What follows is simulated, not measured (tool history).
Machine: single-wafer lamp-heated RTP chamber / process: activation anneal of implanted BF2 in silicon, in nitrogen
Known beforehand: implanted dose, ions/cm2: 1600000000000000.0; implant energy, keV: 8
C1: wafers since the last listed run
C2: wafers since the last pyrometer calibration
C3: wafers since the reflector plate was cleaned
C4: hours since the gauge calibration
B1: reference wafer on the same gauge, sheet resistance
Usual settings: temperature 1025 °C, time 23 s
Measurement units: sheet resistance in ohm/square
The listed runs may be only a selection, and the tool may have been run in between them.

{"run": 1, "hour": 0.0, "temperature": 1025, "time": 23, "C1": 0, "C2": 3103, "C3": 8656, "C4": 26.2, "B1": 213.06, "sheet resistance": 175.38}
{"hour": 77.0, "done": "pyrometer window cleaned and pyrometer calibrated"}
{"run": 2, "hour": 104.8, "temperature": 1025, "time": 23, "C1": 981, "C2": 281, "C3": 9637, "C4": 131, "B1": 212.88, "sheet resistance": 173.83}
{"run": 3, "hour": 158.6, "temperature": 1025, "time": 23, "C1": 545, "C2": 826, "C3": 10183, "C4": 184.8, "B1": 212.87, "sheet resistance": 174.02}
{"run": 4, "hour": 216.3, "temperature": 1025, "time": 23, "C1": 584, "C2": 1411, "C3": 10768, "C4": 242.5, "B1": 213.07, "sheet resistance": 173.64}
{"run": 5, "hour": 291.6, "temperature": 1025, "time": 23, "C1": 763, "C2": 2174, "C3": 11531, "C4": 317.8, "B1": 213, "sheet resistance": 172.87}
{"hour": 377.3, "done": "reflector plate cleaned"}
{"run": 6, "hour": 396.2, "temperature": 1037, "time": 23, "C1": 979, "C2": 3154, "C3": 191, "C4": 422.4, "B1": 212.99, "sheet resistance": 165.44}
{"hour": 488.6, "done": "pyrometer window cleaned and pyrometer calibrated"}
{"run": 7, "hour": 500.4, "temperature": 1025, "time": 14, "C1": 975, "C2": 119, "C3": 1166, "C4": 526.6, "B1": 212.99, "sheet resistance": 210.78}
{"run": 8, "hour": 556.8, "temperature": 1011, "time": 23, "C1": 571, "C2": 691, "C3": 1737, "C4": 583, "B1": 212.93, "sheet resistance": 206.66}
{"run": 9, "hour": 595.8, "temperature": 1033, "time": 16, "C1": 395, "C2": 1086, "C3": 2133, "C4": 622, "B1": 212.93, "sheet resistance": 184.71}
{"run": 10, "hour": 659.6, "temperature": 1025, "time": 23, "C1": 646, "C2": 1733, "C3": 2779, "C4": 685.8, "B1": 212.96, "sheet resistance": 178.41}
{"hour": 669.5, "done": "gauge calibrated"}
{"run": 11, "hour": 719.1, "temperature": 1010, "time": 19, "C1": 603, "C2": 2336, "C3": 3383, "C4": 49.6, "B1": 212.98, "sheet resistance": 220.24}
{"run": 12, "hour": 771.8, "temperature": 1053, "time": 30, "C1": 534, "C2": 2870, "C3": 3917, "C4": 102.3, "B1": 213.08, "sheet resistance": 135.74}
{"run": 13, "hour": 866.9, "temperature": 1025, "time": 23, "C1": 963, "C2": 3834, "C3": 4881, "C4": 197.4, "B1": 213.01, "sheet resistance": 178.08}
{"hour": 891.8, "done": "pyrometer window cleaned and pyrometer calibrated"}
{"run": 14, "hour": 921.5, "temperature": 1036, "time": 23, "C1": 472, "C2": 301, "C3": 5353, "C4": 252, "B1": 212.85, "sheet resistance": 162.19}
{"run": 15, "hour": 1017.1, "temperature": 1017, "time": 33, "C1": 969, "C2": 1270, "C3": 6322, "C4": 347.6, "B1": 212.93, "sheet resistance": 169.75}
{"run": 16, "hour": 1054.9, "temperature": 1049, "time": 15, "C1": 383, "C2": 1653, "C3": 6705, "C4": 385.4, "B1": 212.97, "sheet resistance": 159.64}
{"run": 17, "hour": 1129.6, "temperature": 1039, "time": 19, "C1": 757, "C2": 2410, "C3": 7462, "C4": 460.1, "B1": 212.94, "sheet resistance": 164.63}

For each run, what was the tool's unlogged condition?
true wafer temperature minus pyrometer reading, K: 0 across all the runs
gauge reads high (%): 0 across all the runs
H1: wafer temperature error from the tarnished reflector plate, K
run=1 H1=4.5
run=2 H1=5.03
run=3 H1=5.3
run=4 H1=5.59
run=5 H1=5.97
run=6 H1=0.24
run=7 H1=0.764
run=8 H1=1.05
run=9 H1=1.24
run=10 H1=1.56
run=11 H1=1.86
run=12 H1=2.13
run=13 H1=2.61
run=14 H1=2.88
run=15 H1=3.36
run=16 H1=3.55
run=17 H1=3.93
